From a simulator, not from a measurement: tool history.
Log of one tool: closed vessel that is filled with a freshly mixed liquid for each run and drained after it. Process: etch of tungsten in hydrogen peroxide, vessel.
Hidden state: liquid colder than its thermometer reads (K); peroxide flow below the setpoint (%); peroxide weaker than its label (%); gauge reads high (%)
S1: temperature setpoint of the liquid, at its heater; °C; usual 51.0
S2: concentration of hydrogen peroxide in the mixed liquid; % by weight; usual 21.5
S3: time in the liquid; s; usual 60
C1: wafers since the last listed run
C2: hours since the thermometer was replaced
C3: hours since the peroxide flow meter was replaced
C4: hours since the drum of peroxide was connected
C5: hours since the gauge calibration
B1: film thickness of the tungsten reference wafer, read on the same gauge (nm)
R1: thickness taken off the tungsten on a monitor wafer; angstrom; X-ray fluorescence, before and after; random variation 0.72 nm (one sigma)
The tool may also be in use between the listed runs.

run,hour,S1,S2,S3,C1,C2,C3,C4,C5,B1,R1
1,0.0,51.0,21.5,60,0,481.1,673.4,41.4,951.0,120.01,1825.2
2,55.2,51.0,21.5,60,7231,536.3,728.6,96.6,1006.2,119.99,1807.4
3,115.3,51.0,21.5,60,7873,596.4,788.7,156.7,1066.3,120.05,1802.9
4,145.0,55.0,21.5,60,3890,626.1,818.4,186.4,1096.0,119.96,2316.6
5,209.6,55.0,21.5,60,8463,690.7,883.0,251.0,1160.6,119.96,2293.7
6,236.3,51.0,21.5,60,3497,717.4,909.7,277.7,1187.3,119.96,1807.2
7,273.3,51.0,21.5,60,4847,754.4,946.7,314.7,1224.3,120.02,1806.1
8,328.4,51.0,21.5,60,7218,809.5,1001.8,369.8,1279.4,119.99,1792.8
9,393.7,51.0,21.5,60,8554,874.8,1067.1,435.1,1344.7,119.97,1786.0
# hour 408.4: new drum of peroxide connected
10,425.5,51.0,21.5,60,4035,906.6,1098.9,17.1,1376.5,120.03,1796.4
11,482.4,51.0,17.0,60,7454,963.5,1155.8,74.0,1433.4,120.00,1592.6
12,541.5,51.0,17.0,60,7742,1022.6,1214.9,133.1,1492.5,120.02,1591.4
13,582.4,51.0,17.0,60,5358,1063.5,1255.8,174.0,1533.4,120.03,1585.2
14,608.2,51.0,21.5,60,3380,1089.3,1281.6,199.8,1559.2,120.00,1775.9
15,650.8,51.0,21.5,60,5580,1131.9,1324.2,242.4,1601.8,120.01,1780.6
# hour 714.2: gauge calibrated
# hour 715.0: thermometer replaced
16,814.3,45.0,21.5,60,21288,99.3,1487.7,405.9,100.1,119.98,1190.3
# hour 846.3: new drum of peroxide connected
# hour 972.7: thermometer replaced, repeated, since the last time left the tool worse
17,1020.9,41.5,23.5,85,26804,48.2,1694.3,174.6,306.7,120.00,1503.7
18,1050.6,45.0,21.5,60,3890,77.9,1724.0,204.3,336.4,120.01,1267.1
19,1186.8,45.5,15.0,30,17843,214.1,1860.2,340.5,472.6,119.96,541.7
20,1213.1,51.0,21.5,60,3445,240.4,1886.5,366.8,498.9,119.98,1820.5
# hour 1220.3: peroxide flow meter replaced
21,1278.1,51.0,21.5,60,8384,305.4,57.8,431.8,563.9,120.00,1819.5
# hour 1296.6: new drum of peroxide connected
22,1304.3,48.5,17.0,40,3301,331.6,84.0,7.7,590.1,120.02,914.1
23,1356.7,54.5,19.5,60,6864,384.0,136.4,60.1,642.5,119.97,2127.7
24,1381.4,60.5,21.5,40,3235,408.7,161.1,84.8,667.2,119.99,2126.5
25,1417.4,48.5,21.5,30,4716,444.7,197.1,120.8,703.2,120.01,773.4
26,1469.6,51.0,21.5,60,6838,496.9,249.3,173.0,755.4,120.00,1811.2
27,1509.4,51.0,21.5,60,5214,536.7,289.1,212.8,795.2,119.99,1806.2
28,1561.4,46.0,21.5,70,6812,588.7,341.1,264.8,847.2,119.97,1543.5
29,1599.8,51.0,21.5,60,5030,627.1,379.5,303.2,885.6,119.98,1810.5
# hour 1650.6: new drum of peroxide connected
30,1661.6,43.0,19.5,80,7965,688.9,441.3,11.0,947.4,120.01,1392.6
31,1708.9,51.0,21.5,75,6196,736.2,488.6,58.3,994.7,119.98,2245.3

3 ways to go on from here, each from the tool as it stands after run 31. What would each give?
A,1709.6,51.0,21.5,60,91,736.9,489.3,59.0,995.4,?,?
B,1709.6,44.0,21.5,30,91,736.9,489.3,59.0,995.4,?,?
C,1709.6,43.5,27.5,70,91,736.9,489.3,59.0,995.4,?,?

run,B1,R1
A,119.98,1802.5
B,119.98,582.9
C,119.98,1490.0
Without the tool's hidden state the same runs would have given:
run,R1
A,1850.3
B,599.0
C,1531.4
